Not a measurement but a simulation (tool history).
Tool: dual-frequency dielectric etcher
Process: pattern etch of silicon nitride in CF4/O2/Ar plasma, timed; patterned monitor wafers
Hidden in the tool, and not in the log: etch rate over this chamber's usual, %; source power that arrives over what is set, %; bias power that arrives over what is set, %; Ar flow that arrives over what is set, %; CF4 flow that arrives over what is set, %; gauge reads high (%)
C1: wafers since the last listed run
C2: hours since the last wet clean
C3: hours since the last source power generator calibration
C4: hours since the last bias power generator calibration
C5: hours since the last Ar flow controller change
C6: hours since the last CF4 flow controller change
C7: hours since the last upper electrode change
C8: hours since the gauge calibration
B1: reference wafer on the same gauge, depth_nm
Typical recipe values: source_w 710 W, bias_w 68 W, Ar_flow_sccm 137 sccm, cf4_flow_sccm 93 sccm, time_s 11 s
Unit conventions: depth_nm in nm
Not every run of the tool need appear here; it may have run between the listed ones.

Run 1, hour 0.0: usual settings but bias_w 80 W; C1 0; C2 227.7; C3 1816.1; C4 2742.2; C5 4095.7; C6 3470.3; C7 4744.0; C8 182.6; B1 33.92. Result: depth_nm 38.61 nm.
Run 2, hour 33.5: usual settings but bias_w 80 W; C1 692; C2 261.2; C3 1849.6; C4 2775.7; C5 4129.2; C6 3503.8; C7 4777.5; C8 216.1; B1 33.90. Result: depth_nm 38.74 nm.
Run 3, hour 56.4: usual settings but bias_w 80 W; C1 473; C2 284.1; C3 1872.5; C4 2798.6; C5 4152.1; C6 3526.7; C7 4800.4; C8 239.0; B1 33.87. Result: depth_nm 38.79 nm.
Run 4, hour 74.5: usual settings; C1 373; C2 302.2; C3 1890.6; C4 2816.7; C5 4170.2; C6 3544.8; C7 4818.5; C8 257.1; B1 33.90. Result: depth_nm 36.58 nm.
Run 5, hour 92.2: usual settings; C1 365; C2 319.9; C3 1908.3; C4 2834.4; C5 4187.9; C6 3562.5; C7 4836.2; C8 274.8; B1 33.89. Result: depth_nm 36.65 nm.
Run 6, hour 122.2: usual settings; C1 619; C2 349.9; C3 1938.3; C4 2864.4; C5 4217.9; C6 3592.5; C7 4866.2; C8 304.8; B1 33.89. Result: depth_nm 36.81 nm.
At hour 131.9: source power generator calibrated.
Run 7, hour 140.9: usual settings; C1 303; C2 368.6; C3 9.0; C4 2883.1; C5 4236.6; C6 3611.2; C7 4884.9; C8 323.5; B1 33.89. Result: depth_nm 36.67 nm.
At hour 171.7: CF4 flow controller replaced.
At hour 178.3: upper electrode replaced.
Run 8, hour 178.8: usual settings; C1 521; C2 406.5; C3 46.9; C4 2921.0; C5 4274.5; C6 7.1; C7 0.5; C8 361.4; B1 33.89. Result: depth_nm 36.72 nm.
At hour 195.5: Ar flow controller replaced.
At hour 208.6: wet clean of the chamber.
Run 9, hour 209.1: usual settings but source_w 610 W; C1 232; C2 0.5; C3 77.2; C4 2951.3; C5 13.6; C6 37.4; C7 30.8; C8 391.7; B1 33.87. Result: depth_nm 30.87 nm.
Run 10, hour 209.4: usual settings but source_w 630 W, cf4_flow_sccm 102 sccm; C1 6; C2 0.8; C3 77.5; C4 2951.6; C5 13.9; C6 37.7; C7 31.1; C8 392.0; B1 33.92. Result: depth_nm 32.42 nm.

Estimate the outcome of run 11 from the log above:
At hour 219.4: bias power generator calibrated.
Run 11, hour 219.9: usual settings but Ar_flow_sccm 158 sccm; C1 134; C2 11.3; C3 88.0; C4 0.5; C5 24.4; C6 48.2; C7 41.6; C8 402.5; B1 ?. Result: depth_nm ?.

Run 11 gave B1 33.95, depth_nm 35.49 nm.
If the tool had no hidden condition, the same run with the same run-to-run variation would have returned depth_nm 35.39 nm.

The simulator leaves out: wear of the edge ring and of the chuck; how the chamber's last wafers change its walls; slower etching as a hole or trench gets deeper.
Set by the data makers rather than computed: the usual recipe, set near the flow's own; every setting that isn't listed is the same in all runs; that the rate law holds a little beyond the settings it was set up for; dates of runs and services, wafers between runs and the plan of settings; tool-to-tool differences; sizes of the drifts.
